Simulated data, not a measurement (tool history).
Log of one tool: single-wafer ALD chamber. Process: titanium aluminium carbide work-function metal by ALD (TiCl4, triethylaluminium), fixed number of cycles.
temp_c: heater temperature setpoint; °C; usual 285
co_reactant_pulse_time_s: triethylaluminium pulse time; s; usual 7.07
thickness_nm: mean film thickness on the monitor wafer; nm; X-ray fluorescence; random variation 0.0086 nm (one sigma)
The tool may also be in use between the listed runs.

run   hour  temp_c  co_reactant_pulse_time_s  read-back reference wafer on the same gauge, thickness_nm  thickness_nm
  1      0     285                      7.07                                                      1.803         1.574
  2    9.6     285                      7.07                                                      1.802         1.572
  3   17.6     285                      7.07                                                      1.802         1.563
  4   35.1     285                      5.42                                                        1.8         1.449
  5   43.4     285                      5.42                                                      1.801         1.457
  6   51.4     285                      5.42                                                      1.799         1.458
  7   58.6     285                      7.07                                                      1.799         1.573
  8   76.1     285                      7.93                                                      1.802         1.623
  9   90.1     279                      7.07                                                      1.799          1.53
 10   96.5     290                      5.95                                                      1.799         1.519
 11  106.7     285                      7.07                                                      1.798         1.577
 12  118.1     285                      7.07                                                        1.8         1.567
 13  127.6     285                      7.07                                                      1.799         1.558
       145  -- showerhead replaced
 14  145.5     285                      7.07                                                      1.801         1.568
 15  150.4     289                      8.78                                                        1.8         1.673
 16  163.2     291                      9.85                                                      1.802         1.739
     168.5  -- gauge calibrated
 17    181     298                      7.83                                                      1.799         1.688
     193.6  -- thermocouple changed; heater temperature recalibrated
 18  194.1     285                      5.63                                                        1.8         1.454
 19  194.5     280                      4.78                                                        1.8         1.362
 20  208.8     285                      7.07                                                      1.799          1.57
 21  215.3     285                      7.07                                                        1.8         1.557
     238.6  -- triethylaluminium bottle replaced
 22  239.1     278                      8.91                                                      1.801         1.743
 23  241.6     273                      6.28                                                      1.799         1.584
 24  250.6     285                      7.07                                                      1.802         1.699
 25  272.8     292                      8.74                                                      1.798         1.819
 26  280.6     285                      9.64                                                      1.799         1.806
 27  294.5     285                      4.39                                                      1.797         1.502
 28  304.2     285                      7.07                                                      1.801         1.689
 29  312.1     273                       9.3                                                      1.799         1.677
 30  322.7     285                      7.07                                                      1.801         1.678

Forecast each of these 3 alternatives for the next run:
  A  323.1     285                      7.07                                                          ?             ?
  B  323.1     271                      5.45                                                          ?             ?
  C  323.1     271                      8.03                                                          ?             ?

run  read-back reference wafer on the same gauge, thickness_nm  thickness_nm
  A                                                      1.803         1.664
  B                                                      1.803         1.476
  C                                                      1.803         1.612
Without the tool's hidden state the same runs would have given:
run  thickness_nm
  A         1.719
  B          1.54
  C         1.657

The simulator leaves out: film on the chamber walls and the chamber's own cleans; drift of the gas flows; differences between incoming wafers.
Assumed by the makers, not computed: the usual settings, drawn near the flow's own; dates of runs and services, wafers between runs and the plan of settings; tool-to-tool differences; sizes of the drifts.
